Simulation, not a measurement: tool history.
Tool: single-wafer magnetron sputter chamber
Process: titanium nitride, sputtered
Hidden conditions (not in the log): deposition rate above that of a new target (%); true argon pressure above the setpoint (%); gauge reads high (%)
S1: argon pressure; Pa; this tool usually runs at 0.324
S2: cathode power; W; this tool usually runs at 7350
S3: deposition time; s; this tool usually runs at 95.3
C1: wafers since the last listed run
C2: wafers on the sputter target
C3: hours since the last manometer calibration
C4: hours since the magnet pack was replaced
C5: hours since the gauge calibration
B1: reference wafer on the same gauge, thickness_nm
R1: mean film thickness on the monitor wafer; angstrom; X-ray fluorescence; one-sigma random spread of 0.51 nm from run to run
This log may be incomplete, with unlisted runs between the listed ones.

Run 1, hour 0: usual settings but S2 6600 W, S3 87.5 s; C1 0; C2 6064; C3 2341.7; C4 5336.7; C5 306.3; B1 177.867. Result: R1 1291.78 angstrom.
Run 2, hour 57.8: usual settings; C1 695; C2 6760; C3 2399.5; C4 5394.5; C5 364.1; B1 177.914. Result: R1 1496.84 angstrom.
At hour 83: sputter target and shields replaced.
Run 3, hour 126.8: usual settings; C1 734; C2 527; C3 2468.5; C4 5463.5; C5 433.1; B1 178.153. Result: R1 1498.92 angstrom.
Run 4, hour 217: usual settings; C1 1085; C2 1613; C3 2558.7; C4 5553.7; C5 523.3; B1 178.494. Result: R1 1499.87 angstrom.
Run 5, hour 246.6: usual settings but S3 83.5 s; C1 356; C2 1969; C3 2588.3; C4 5583.3; C5 552.9; B1 178.7. Result: R1 1316.45 angstrom.
Run 6, hour 391.9: usual settings but S3 83.5 s; C1 1749; C2 3718; C3 2733.6; C4 5728.6; C5 698.2; B1 178.933. Result: R1 1323.74 angstrom.
Run 7, hour 420.1: usual settings but S3 83.5 s; C1 339; C2 4058; C3 2761.8; C4 5756.8; C5 726.4; B1 179.269. Result: R1 1315.34 angstrom.
Run 8, hour 485.4: usual settings; C1 786; C2 4844; C3 2827.1; C4 5822.1; C5 791.7; B1 179.389. Result: R1 1507.7 angstrom.
Run 9, hour 522.2: usual settings but S1 0.267 Pa; C1 443; C2 5287; C3 2863.9; C4 5858.9; C5 828.5; B1 179.509. Result: R1 1553.21 angstrom.
At hour 576.8: magnet pack replaced.
Run 10, hour 589.9: usual settings but S1 0.267 Pa; C1 718; C2 6006; C3 2931.6; C4 13.1; C5 896.2; B1 179.686. Result: R1 1554.21 angstrom.
At hour 624.8: sputter target and shields replaced.
Run 11, hour 625.3: usual settings but S1 0.267 Pa; C1 329; C2 6; C3 2967; C4 48.5; C5 931.6; B1 179.75. Result: R1 1550.89 angstrom.
Run 12, hour 672.1: usual settings; C1 563; C2 569; C3 3013.8; C4 95.3; C5 978.4; B1 180.016. Result: R1 1513.98 angstrom.
Run 13, hour 711: usual settings; C1 468; C2 1038; C3 3052.7; C4 134.2; C5 1017.3; B1 180.143. Result: R1 1514 angstrom.
At hour 820.2: gauge calibrated.
Run 14, hour 895.6: usual settings but S2 8650 W, S3 101.7 s; C1 2222; C2 3260; C3 3237.3; C4 318.8; C5 75.4; B1 177.352. Result: R1 1752.47 angstrom.
At hour 906.7: capacitance manometer re-zeroed and calibrated.
Run 15, hour 963.7: usual settings but S1 0.261 Pa, S2 5650 W, S3 89.2 s; C1 723; C2 3984; C3 57; C4 386.9; C5 143.5; B1 177.581. Result: R1 1262.06 angstrom.
Run 16, hour 991.4: usual settings but S1 0.415 Pa, S2 8150 W, S3 113.2 s; C1 333; C2 4317; C3 84.7; C4 414.6; C5 171.2; B1 177.691. Result: R1 1812.39 angstrom.
Run 17, hour 1023.7: usual settings but S1 0.262 Pa; C1 388; C2 4706; C3 117; C4 446.9; C5 203.5; B1 177.708. Result: R1 1538.13 angstrom.
Run 18, hour 1066.3: usual settings but S2 8450 W, S3 81.5 s; C1 512; C2 5219; C3 159.6; C4 489.5; C5 246.1; B1 177.945. Result: R1 1383.35 angstrom.
Run 19, hour 1119.7: usual settings but S2 8800 W, S3 113.4 s; C1 642; C2 5862; C3 213; C4 542.9; C5 299.5; B1 178.105. Result: R1 1984.8 angstrom.
Run 20, hour 1187.1: usual settings but S1 0.225 Pa, S2 6200 W, S3 84.1 s; C1 811; C2 6673; C3 280.4; C4 610.3; C5 366.9; B1 178.268. Result: R1 1259.32 angstrom.
Run 21, hour 1214.1: usual settings but S3 87.8 s; C1 325; C2 6998; C3 307.4; C4 637.3; C5 393.9; B1 178.335. Result: R1 1385.71 angstrom.
At hour 1234.9: sputter target and shields replaced.
Run 22, hour 1240.8: usual settings; C1 225; C2 71; C3 334.1; C4 664; C5 420.6; B1 178.62. Result: R1 1504.34 angstrom.
Run 23, hour 1273.1: usual settings but S1 0.452 Pa, S2 6800 W, S3 81.4 s; C1 388; C2 459; C3 366.4; C4 696.3; C5 452.9; B1 178.365. Result: R1 1148.87 angstrom.
Run 24, hour 1308.2: usual settings but S1 0.263 Pa, S2 7950 W, S3 102.7 s; C1 422; C2 882; C3 401.5; C4 731.4; C5 488; B1 178.632. Result: R1 1743.7 angstrom.
Run 25, hour 1374.2: usual settings but S1 0.436 Pa, S2 6550 W, S3 89.2 s; C1 794; C2 1677; C3 467.5; C4 797.4; C5 554; B1 178.938. Result: R1 1262.58 angstrom.
Run 26, hour 1418.5: usual settings but S2 8450 W, S3 112.3 s; C1 533; C2 2210; C3 511.8; C4 841.7; C5 598.3; B1 179.111. Result: R1 1922.84 angstrom.
Run 27, hour 1476.9: usual settings; C1 703; C2 2913; C3 570.2; C4 900.1; C5 656.7; B1 179.063. Result: R1 1503.3 angstrom.

Below are 5 alternative next runs, each starting from the tool's condition after run 27. Predict each:
Run A, hour 1477.3: usual settings but S2 8050 W; C1 4; C2 2918; C3 570.6; C4 900.5; C5 657.1; B1 ?. Result: R1 ?.
Run B, hour 1477.3: usual settings but S1 0.277 Pa, S2 8400 W; C1 4; C2 2918; C3 570.6; C4 900.5; C5 657.1; B1 ?. Result: R1 ?.
Run C, hour 1477.3: usual settings but S2 6500 W, S3 85.2 s; C1 4; C2 2918; C3 570.6; C4 900.5; C5 657.1; B1 ?. Result: R1 ?.
Run D, hour 1477.3: usual settings but S1 0.275 Pa, S3 111.2 s; C1 4; C2 2918; C3 570.6; C4 900.5; C5 657.1; B1 ?. Result: R1 ?.
Run E, hour 1477.3: usual settings but S1 0.29 Pa, S2 6150 W; C1 4; C2 2918; C3 570.6; C4 900.5; C5 657.1; B1 ?. Result: R1 ?.

run       B1       R1
  A  179.379  1587.71
  B  179.379  1664.42
  C  179.379  1260.31
  D  179.379  1799.96
  E  179.379  1391.64
Had the tool no hidden state, the same runs would have come out as:
run       R1
  A  1567.84
  B  1643.58
  C  1244.53
  D  1777.43
  E  1374.22
